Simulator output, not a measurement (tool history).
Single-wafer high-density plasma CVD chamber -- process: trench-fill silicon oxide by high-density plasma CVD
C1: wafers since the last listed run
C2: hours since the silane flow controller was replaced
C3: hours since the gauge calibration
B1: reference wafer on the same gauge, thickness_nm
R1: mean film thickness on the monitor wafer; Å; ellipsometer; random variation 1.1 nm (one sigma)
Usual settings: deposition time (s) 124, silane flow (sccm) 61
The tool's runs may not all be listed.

run 1 hour=0 | deposition_time_(s)=140 silane_flow_(sccm)=61 | C1=0 C2=3564.2 C3=148.9 | B1=774.027 | R1=7908.81
run 2 hour=9.1 | deposition_time_(s)=140 silane_flow_(sccm)=61 | C1=67 C2=3573.3 C3=158 | B1=773.943 | R1=7911.6
run 3 hour=19.3 | deposition_time_(s)=124 silane_flow_(sccm)=61 | C1=75 C2=3583.5 C3=168.2 | B1=774.049 | R1=7011.09
run 4 hour=49.4 | deposition_time_(s)=124 silane_flow_(sccm)=61 | C1=222 C2=3613.6 C3=198.3 | B1=774.1 | R1=7005.67
run 5 hour=58.7 | deposition_time_(s)=124 silane_flow_(sccm)=61 | C1=68 C2=3622.9 C3=207.6 | B1=774.122 | R1=7000.26
run 6 hour=74.1 | deposition_time_(s)=124 silane_flow_(sccm)=61 | C1=113 C2=3638.3 C3=223 | B1=774.136 | R1=7007.21
run 7 hour=84.8 | deposition_time_(s)=124 silane_flow_(sccm)=61 | C1=79 C2=3649 C3=233.7 | B1=774.123 | R1=7016.99
run 8 hour=102.4 | deposition_time_(s)=124 silane_flow_(sccm)=61 | C1=130 C2=3666.6 C3=251.3 | B1=773.971 | R1=6998.21
run 9 hour=116.3 | deposition_time_(s)=124 silane_flow_(sccm)=61 | C1=102 C2=3680.5 C3=265.2 | B1=773.999 | R1=7013.83
run 10 hour=123 | deposition_time_(s)=124 silane_flow_(sccm)=61 | C1=49 C2=3687.2 C3=271.9 | B1=774.003 | R1=6999.02
run 11 hour=138.4 | deposition_time_(s)=119 silane_flow_(sccm)=54 | C1=113 C2=3702.6 C3=287.3 | B1=773.889 | R1=5940.78
run 12 hour=151.2 | deposition_time_(s)=119 silane_flow_(sccm)=54 | C1=94 C2=3715.4 C3=300.1 | B1=773.956 | R1=5932.48
run 13 hour=157.5 | deposition_time_(s)=119 silane_flow_(sccm)=54 | C1=46 C2=3721.7 C3=306.4 | B1=773.956 | R1=5928.82
run 14 hour=164 | deposition_time_(s)=124 silane_flow_(sccm)=56 | C1=48 C2=3728.2 C3=312.9 | B1=773.887 | R1=6414.71
run 15 hour=176.2 | deposition_time_(s)=137 silane_flow_(sccm)=61 | C1=90 C2=3740.4 C3=325.1 | B1=774.101 | R1=7737.61
run 16 hour=191.3 | deposition_time_(s)=124 silane_flow_(sccm)=61 | C1=111 C2=3755.5 C3=340.2 | B1=773.89 | R1=6985.6
run 17 hour=198.2 | deposition_time_(s)=124 silane_flow_(sccm)=61 | C1=51 C2=3762.4 C3=347.1 | B1=773.95 | R1=7001.05
run 18 hour=213 | deposition_time_(s)=107 silane_flow_(sccm)=69 | C1=109 C2=3777.2 C3=361.9 | B1=774.068 | R1=6803.3
run 19 hour=228.5 | deposition_time_(s)=124 silane_flow_(sccm)=68 | C1=114 C2=3792.7 C3=377.4 | B1=773.747 | R1=7780.29
run 20 hour=238.5 | deposition_time_(s)=124 silane_flow_(sccm)=61 | C1=74 C2=3802.7 C3=387.4 | B1=773.93 | R1=6994.12
-- hour=251.3 gauge calibrated
run 21 hour=271.3 | deposition_time_(s)=147 silane_flow_(sccm)=64 | C1=242 C2=3835.5 C3=20 | B1=774.167 | R1=8688.59
-- hour=281 silane flow controller replaced
run 22 hour=281.5 | deposition_time_(s)=124 silane_flow_(sccm)=65 | C1=16 C2=0.5 C3=30.2 | B1=774.226 | R1=7839.27
run 23 hour=292.4 | deposition_time_(s)=124 silane_flow_(sccm)=61 | C1=80 C2=11.4 C3=41.1 | B1=773.934 | R1=7365.61
run 24 hour=304.6 | deposition_time_(s)=144 silane_flow_(sccm)=61 | C1=90 C2=23.6 C3=53.3 | B1=773.888 | R1=8539.03
run 25 hour=312.7 | deposition_time_(s)=131 silane_flow_(sccm)=49 | C1=59 C2=31.7 C3=61.4 | B1=773.856 | R1=6258.9
run 26 hour=319.7 | deposition_time_(s)=124 silane_flow_(sccm)=61 | C1=51 C2=38.7 C3=68.4 | B1=774.138 | R1=7360.55
run 27 hour=329.2 | deposition_time_(s)=124 silane_flow_(sccm)=61 | C1=70 C2=48.2 C3=77.9 | B1=774.259 | R1=7359.81
run 28 hour=336 | deposition_time_(s)=107 silane_flow_(sccm)=49 | C1=50 C2=55 C3=84.7 | B1=774.162 | R1=5101.07
run 29 hour=377.5 | deposition_time_(s)=124 silane_flow_(sccm)=71 | C1=307 C2=96.5 C3=126.2 | B1=774.106 | R1=8556.55

3 ways to go on from here, each from the tool as it stands after run 29. What would each give?
run A hour=377.9 | deposition_time_(s)=124 silane_flow_(sccm)=67 | C1=2 C2=96.9 C3=126.6 | B1=? | R1=?
run B hour=377.9 | deposition_time_(s)=105 silane_flow_(sccm)=61 | C1=2 C2=96.9 C3=126.6 | B1=? | R1=?
run C hour=377.9 | deposition_time_(s)=103 silane_flow_(sccm)=51 | C1=2 C2=96.9 C3=126.6 | B1=? | R1=?

run=A B1=774.026 R1=8080.46
run=B B1=774.026 R1=6229.58
run=C B1=774.026 R1=5109.13
Without the tool's hidden state the same runs would have given:
run=A R1=8110.42
run=B R1=6252.67
run=C R1=5128.07
